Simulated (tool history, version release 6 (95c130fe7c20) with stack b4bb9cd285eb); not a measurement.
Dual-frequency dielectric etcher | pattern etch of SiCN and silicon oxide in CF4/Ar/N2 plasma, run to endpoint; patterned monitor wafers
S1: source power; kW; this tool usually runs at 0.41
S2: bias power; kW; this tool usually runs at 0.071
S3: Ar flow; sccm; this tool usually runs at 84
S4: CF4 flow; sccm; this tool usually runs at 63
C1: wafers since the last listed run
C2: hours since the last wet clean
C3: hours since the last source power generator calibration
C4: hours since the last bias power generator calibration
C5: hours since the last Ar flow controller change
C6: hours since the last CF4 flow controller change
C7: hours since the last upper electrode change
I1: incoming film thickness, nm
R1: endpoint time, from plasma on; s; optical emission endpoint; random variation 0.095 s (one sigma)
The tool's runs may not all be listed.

| run | hour | S1 | S2 | S3 | S4 | C1 | C2 | C3 | C4 | C5 | C6 | C7 | I1 | R1 |
|---|---|---|---|---|---|---|---|---|---|---|---|---|---|---|
| 1 | 0 | 0.41 | 0.071 | 92 | 63 | 0 | 139.7 | 1382.1 | 5270.5 | 3868.2 | 3874.2 | 4633.5 | 13.32 | 17.1 |
| 2 | 19.2 | 0.41 | 0.071 | 92 | 63 | 323 | 158.9 | 1401.3 | 5289.7 | 3887.4 | 3893.4 | 4652.7 | 13.34 | 17 |
| 3 | 45.4 | 0.41 | 0.071 | 92 | 63 | 442 | 185.1 | 1427.5 | 5315.9 | 3913.6 | 3919.6 | 4678.9 | 13.16 | 16.9 |
| 4 | 62.8 | 0.41 | 0.08 | 84 | 63 | 293 | 202.5 | 1444.9 | 5333.3 | 3931 | 3937 | 4696.3 | 13.32 | 16.1 |
| 5 | 97.8 | 0.41 | 0.08 | 84 | 63 | 590 | 237.5 | 1479.9 | 5368.3 | 3966 | 3972 | 4731.3 | 13.23 | 15.9 |
| 6 | 124.8 | 0.41 | 0.071 | 84 | 63 | 455 | 264.5 | 1506.9 | 5395.3 | 3993 | 3999 | 4758.3 | 13.12 | 16.4 |
| 7 | 141.8 | 0.41 | 0.071 | 84 | 63 | 286 | 281.5 | 1523.9 | 5412.3 | 4010 | 4016 | 4775.3 | 13.18 | 16.7 |
| 8 | 155.9 | 0.41 | 0.071 | 84 | 63 | 237 | 295.6 | 1538 | 5426.4 | 4024.1 | 4030.1 | 4789.4 | 13.13 | 16.6 |
| 9 | 176 | 0.41 | 0.071 | 84 | 75 | 339 | 315.7 | 1558.1 | 5446.5 | 4044.2 | 4050.2 | 4809.5 | 13.19 | 16.2 |
| 10 | 188.2 | 0.41 | 0.071 | 84 | 75 | 205 | 327.9 | 1570.3 | 5458.7 | 4056.4 | 4062.4 | 4821.7 | 13.21 | 16.3 |
|  | 212.8 | bias power generator calibrated |
| 11 | 229.3 | 0.41 | 0.064 | 97 | 63 | 626 | 369 | 1611.4 | 16.5 | 4097.5 | 4103.5 | 4862.8 | 13.13 | 17.6 |
|  | 239.2 | CF4 flow controller replaced |
| 12 | 265.2 | 0.45 | 0.063 | 84 | 63 | 504 | 404.9 | 1647.3 | 52.4 | 4133.4 | 26 | 4898.7 | 13.24 | 15.4 |
| 13 | 293.5 | 0.34 | 0.086 | 96 | 69 | 477 | 433.2 | 1675.6 | 80.7 | 4161.7 | 54.3 | 4927 | 13.19 | 19.6 |
|  | 338.1 | wet clean of the chamber |
| 14 | 338.6 | 0.35 | 0.086 | 91 | 48 | 356 | 0.5 | 1720.7 | 125.8 | 4206.8 | 99.4 | 4972.1 | 13.19 | 19.1 |
| 15 | 343.5 | 0.46 | 0.063 | 101 | 54 | 82 | 5.4 | 1725.6 | 130.7 | 4211.7 | 104.3 | 4977 | 13.16 | 15.9 |
| 16 | 362.9 | 0.41 | 0.081 | 64 | 63 | 327 | 24.8 | 1745 | 150.1 | 4231.1 | 123.7 | 4996.4 | 13.22 | 15.1 |
|  | 378.3 | source power generator calibrated |
|  | 396.6 | Ar flow controller replaced |
| 17 | 398.1 | 0.41 | 0.071 | 84 | 63 | 425 | 60 | 19.8 | 185.3 | 1.5 | 158.9 | 5031.6 | 13.14 | 17.5 |
|  | 422.6 | upper electrode replaced |
| 18 | 432.9 | 0.41 | 0.079 | 84 | 63 | 182 | 94.8 | 54.6 | 220.1 | 36.3 | 193.7 | 10.3 | 13.23 | 16.9 |
| 19 | 451.3 | 0.49 | 0.071 | 84 | 63 | 310 | 113.2 | 73 | 238.5 | 54.7 | 212.1 | 28.7 | 13.39 | 14.5 |
| 20 | 486.1 | 0.45 | 0.071 | 84 | 63 | 587 | 148 | 107.8 | 273.3 | 89.5 | 246.9 | 63.5 | 13.24 | 15.7 |
| 21 | 505.5 | 0.48 | 0.071 | 89 | 75 | 327 | 167.4 | 127.2 | 292.7 | 108.9 | 266.3 | 82.9 | 13.18 | 14.6 |
| 22 | 534.7 | 0.34 | 0.056 | 89 | 77 | 492 | 196.6 | 156.4 | 321.9 | 138.1 | 295.5 | 112.1 | 13.24 | 23.1 |
| 23 | 564 | 0.45 | 0.071 | 102 | 63 | 494 | 225.9 | 185.7 | 351.2 | 167.4 | 324.8 | 141.4 | 13.22 | 16.4 |
| 24 | 579.1 | 0.41 | 0.071 | 84 | 63 | 254 | 241 | 200.8 | 366.3 | 182.5 | 339.9 | 156.5 | 13.12 | 17.2 |

Here are 4 independent what-if runs from the current tool condition. What would each one return?
| A | 579.5 | 0.41 | 0.071 | 84 | 63 | 6 | 241.4 | 201.2 | 366.7 | 182.9 | 340.3 | 156.9 | 13.23 | ? |
| B | 579.5 | 0.38 | 0.071 | 72 | 63 | 6 | 241.4 | 201.2 | 366.7 | 182.9 | 340.3 | 156.9 | 13.23 | ? |
| C | 579.5 | 0.41 | 0.071 | 76 | 70 | 6 | 241.4 | 201.2 | 366.7 | 182.9 | 340.3 | 156.9 | 13.23 | ? |
| D | 579.5 | 0.41 | 0.071 | 84 | 68 | 6 | 241.4 | 201.2 | 366.7 | 182.9 | 340.3 | 156.9 | 13.23 | ? |

| run | R1 |
|---|---|
| A | 17.5 |
| B | 18.5 |
| C | 17 |
| D | 17.4 |
Stripped of hidden state, with their random variation kept, the same runs would have yielded:
| run | R1 |
|---|---|
| A | 17.6 |
| B | 18.6 |
| C | 17.1 |
| D | 17.5 |
